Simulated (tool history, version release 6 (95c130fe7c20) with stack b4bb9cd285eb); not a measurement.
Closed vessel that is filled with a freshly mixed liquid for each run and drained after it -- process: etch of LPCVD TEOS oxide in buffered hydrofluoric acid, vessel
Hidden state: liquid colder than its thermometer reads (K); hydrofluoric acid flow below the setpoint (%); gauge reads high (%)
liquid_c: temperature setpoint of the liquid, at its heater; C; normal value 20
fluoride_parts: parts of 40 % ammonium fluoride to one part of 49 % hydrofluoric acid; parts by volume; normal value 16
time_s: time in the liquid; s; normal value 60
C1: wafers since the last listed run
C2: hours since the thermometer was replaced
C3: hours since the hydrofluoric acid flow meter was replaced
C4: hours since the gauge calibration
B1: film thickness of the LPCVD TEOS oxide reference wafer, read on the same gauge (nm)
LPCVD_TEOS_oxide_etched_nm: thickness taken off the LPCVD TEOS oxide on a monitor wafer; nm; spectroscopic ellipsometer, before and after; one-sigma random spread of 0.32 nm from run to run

Run 1, hour 0: usual settings but time_s 70 s; C1 0; C2 1579; C3 1495; C4 68.4; B1 79.95. Result: LPCVD_TEOS_oxide_etched_nm 62.47 nm.
Run 2, hour 22.7: usual settings but time_s 70 s; C1 1580; C2 1601.7; C3 1517.7; C4 91.1; B1 79.99. Result: LPCVD_TEOS_oxide_etched_nm 62.06 nm.
Run 3, hour 106.1: usual settings; C1 5806; C2 1685.1; C3 1601.1; C4 174.5; B1 80.05. Result: LPCVD_TEOS_oxide_etched_nm 52.99 nm.
Run 4, hour 124.7: usual settings; C1 1294; C2 1703.7; C3 1619.7; C4 193.1; B1 80.01. Result: LPCVD_TEOS_oxide_etched_nm 53.38 nm.
Run 5, hour 153.8: usual settings; C1 2025; C2 1732.8; C3 1648.8; C4 222.2; B1 79.98. Result: LPCVD_TEOS_oxide_etched_nm 53 nm.
Run 6, hour 179.2: usual settings; C1 1768; C2 1758.2; C3 1674.2; C4 247.6; B1 80.01. Result: LPCVD_TEOS_oxide_etched_nm 52.41 nm.
Run 7, hour 205.5: usual settings; C1 1830; C2 1784.5; C3 1700.5; C4 273.9; B1 80.02. Result: LPCVD_TEOS_oxide_etched_nm 53.56 nm.
Run 8, hour 234.1: usual settings; C1 1991; C2 1813.1; C3 1729.1; C4 302.5; B1 80. Result: LPCVD_TEOS_oxide_etched_nm 52.86 nm.
At hour 243.4: thermometer replaced.
Run 9, hour 256.3: usual settings; C1 1475; C2 12.9; C3 1751.3; C4 324.7; B1 80.01. Result: LPCVD_TEOS_oxide_etched_nm 52.54 nm.
At hour 280.3: hydrofluoric acid flow meter replaced.
Run 10, hour 288: usual settings; C1 2137; C2 44.6; C3 7.7; C4 356.4; B1 80.02. Result: LPCVD_TEOS_oxide_etched_nm 50.59 nm.
Run 11, hour 323.9: usual settings; C1 2499; C2 80.5; C3 43.6; C4 392.3; B1 80.01. Result: LPCVD_TEOS_oxide_etched_nm 50.4 nm.
Run 12, hour 336.2: usual settings but liquid_c 22.5 C, time_s 85 s; C1 856; C2 92.8; C3 55.9; C4 404.6; B1 80.01. Result: LPCVD_TEOS_oxide_etched_nm 82.26 nm.
Run 13, hour 360.1: usual settings but liquid_c 22.5 C, time_s 85 s; C1 1663; C2 116.7; C3 79.8; C4 428.5; B1 80.03. Result: LPCVD_TEOS_oxide_etched_nm 82.29 nm.
Run 14, hour 395.6: usual settings but liquid_c 22.5 C, time_s 85 s; C1 2471; C2 152.2; C3 115.3; C4 464; B1 80.02. Result: LPCVD_TEOS_oxide_etched_nm 81.85 nm.
Run 15, hour 421.1: usual settings; C1 1775; C2 177.7; C3 140.8; C4 489.5; B1 79.99. Result: LPCVD_TEOS_oxide_etched_nm 50.5 nm.
Run 16, hour 451.1: usual settings but liquid_c 21.5 C, fluoride_parts 11.5 parts by volume; C1 2088; C2 207.7; C3 170.8; C4 519.5; B1 79.99. Result: LPCVD_TEOS_oxide_etched_nm 74.83 nm.
Run 17, hour 482.7: usual settings; C1 2199; C2 239.3; C3 202.4; C4 551.1; B1 80. Result: LPCVD_TEOS_oxide_etched_nm 49.87 nm.
Run 18, hour 515.5: usual settings but liquid_c 18.5 C, fluoride_parts 10.5 parts by volume; C1 2283; C2 272.1; C3 235.2; C4 583.9; B1 80.03. Result: LPCVD_TEOS_oxide_etched_nm 68.97 nm.
Run 19, hour 529.5: usual settings but liquid_c 22 C, time_s 95 s; C1 974; C2 286.1; C3 249.2; C4 597.9; B1 79.98. Result: LPCVD_TEOS_oxide_etched_nm 88.77 nm.
At hour 543.1: hydrofluoric acid flow meter replaced, repeated, since the last time left the tool worse.
At hour 601.7: gauge calibrated.
Run 20, hour 603.7: usual settings but liquid_c 17 C, fluoride_parts 11 parts by volume; C1 5096; C2 360.3; C3 60.6; C4 2; B1 79.98. Result: LPCVD_TEOS_oxide_etched_nm 69.54 nm.
Run 21, hour 686.9: usual settings; C1 5792; C2 443.5; C3 143.8; C4 85.2; B1 79.97. Result: LPCVD_TEOS_oxide_etched_nm 56.66 nm.
Run 22, hour 718: usual settings but liquid_c 17 C, fluoride_parts 12 parts by volume, time_s 95 s; C1 2165; C2 474.6; C3 174.9; C4 116.3; B1 80.01. Result: LPCVD_TEOS_oxide_etched_nm 100.2 nm.
Run 23, hour 735.7: usual settings but liquid_c 25 C, fluoride_parts 9.5 parts by volume, time_s 40 s; C1 1232; C2 492.3; C3 192.6; C4 134; B1 79.99. Result: LPCVD_TEOS_oxide_etched_nm 82.06 nm.
Run 24, hour 838.1: usual settings but liquid_c 17 C, fluoride_parts 11 parts by volume; C1 7128; C2 594.7; C3 295; C4 236.4; B1 79.98. Result: LPCVD_TEOS_oxide_etched_nm 67.98 nm.
Run 25, hour 860.3: usual settings but fluoride_parts 21.5 parts by volume, time_s 30 s; C1 1545; C2 616.9; C3 317.2; C4 258.6; B1 79.96. Result: LPCVD_TEOS_oxide_etched_nm 21.52 nm.
Run 26, hour 887.5: usual settings but liquid_c 23.5 C, fluoride_parts 12 parts by volume, time_s 90 s; C1 1893; C2 644.1; C3 344.4; C4 285.8; B1 79.98. Result: LPCVD_TEOS_oxide_etched_nm 137.06 nm.
Run 27, hour 910: usual settings; C1 1566; C2 666.6; C3 366.9; C4 308.3; B1 80.01. Result: LPCVD_TEOS_oxide_etched_nm 55.92 nm.
Run 28, hour 940.1: usual settings; C1 2095; C2 696.7; C3 397; C4 338.4; B1 80. Result: LPCVD_TEOS_oxide_etched_nm 55.63 nm.
Run 29, hour 958.7: usual settings but liquid_c 17 C, fluoride_parts 14 parts by volume; C1 1294; C2 715.3; C3 415.6; C4 357; B1 79.97. Result: LPCVD_TEOS_oxide_etched_nm 54.02 nm.
Run 30, hour 977.6: usual settings but liquid_c 25 C, fluoride_parts 18.5 parts by volume; C1 1315; C2 734.2; C3 434.5; C4 375.9; B1 80. Result: LPCVD_TEOS_oxide_etched_nm 64.24 nm.
Run 31, hour 1000.5: usual settings but fluoride_parts 21 parts by volume; C1 1594; C2 757.1; C3 457.4; C4 398.8; B1 80. Result: LPCVD_TEOS_oxide_etched_nm 43.84 nm.
Run 32, hour 1019.1: usual settings but fluoride_parts 12 parts by volume, time_s 40 s; C1 1294; C2 775.7; C3 476; C4 417.4; B1 79.97. Result: LPCVD_TEOS_oxide_etched_nm 49.97 nm.
Run 33, hour 1034.6: usual settings but fluoride_parts 22.5 parts by volume, time_s 40 s; C1 1079; C2 791.2; C3 491.5; C4 432.9; B1 79.97. Result: LPCVD_TEOS_oxide_etched_nm 27.73 nm.

Give the tool's hidden conditions for every run:
liquid colder than its thermometer reads (K): 0 in every run
gauge reads high (%): 0 in every run
H1: hydrofluoric acid flow below the setpoint (%)
run    H1
  1  7.07
  2  7.17
  3  7.54
  4  7.62
  5  7.75
  6  7.86
  7  7.98
  8  8.11
  9   8.2
 10  12.6
 11  12.7
 12  12.8
 13  12.9
 14    13
 15  13.1
 16  13.3
 17  13.4
 18  13.6
 19  13.6
 20  1.22
 21  1.59
 22  1.73
 23   1.8
 24  2.26
 25  2.36
 26  2.48
 27  2.58
 28  2.71
 29  2.79
 30  2.88
 31  2.98
 32  3.06
 33  3.13
